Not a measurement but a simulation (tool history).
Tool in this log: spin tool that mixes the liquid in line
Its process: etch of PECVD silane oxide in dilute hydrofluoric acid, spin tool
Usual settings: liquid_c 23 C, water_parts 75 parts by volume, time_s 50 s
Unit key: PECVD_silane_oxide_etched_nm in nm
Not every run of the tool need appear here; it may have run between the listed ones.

run     day  liquid_c  water_parts  time_s  read-back film thickness of the PECVD silane oxide reference wafer, read on the same gauge (nm)  PECVD_silane_oxide_etched_nm
  1       0        21           75      50                                                                                            29.99                         14.32
  2   3.883      19.5           75      50                                                                                            30.03                         13.71
  3   6.071      19.5           75      50                                                                                            29.99                         13.28
  4   7.771      19.5           75      50                                                                                            29.97                         13.37
  5  11.529      26.5           75      50                                                                                            29.99                         17.57
     12.496  -- gauge calibrated
  6  13.421        23           75      50                                                                                               30                         15.32
  7  15.133        23           75      50                                                                                               30                          15.5
  8  18.279      24.5           40      50                                                                                            30.02                         31.63
  9  21.446      19.5           75      50                                                                                            30.02                         12.92
 10  23.808        18           75      50                                                                                            29.99                         12.27
 11  27.129      26.5          100      40                                                                                            30.02                         10.01
     28.096  -- thermometer replaced
     28.575  -- hydrofluoric acid flow meter replaced
 12   29.05        23           65      60                                                                                               30                            23
 13  32.017        23           75      50                                                                                            29.99                         16.07
 14   35.75        23           65      40                                                                                               30                         14.91

Measured result minus the same run's result without the hidden state. Both carry the same run-to-run variation, though not necessarily the same gauge scatter:
Unlogged tool condition in this case: liquid colder than its thermometer reads (K); hydrofluoric acid flow above the setpoint (%); gauge reads high (%).
run  PECVD_silane_oxide_etched_nm
  1                         -0.66
  2                         -0.73
  3                         -0.76
  4                          -0.8
  5                         -1.11
  6                         -1.04
  7                          -1.1
  8                         -2.45
  9                         -1.09
 10                          -1.1
 11                         -0.87
 12                         -0.18
 13                         -0.21
 14                         -0.28
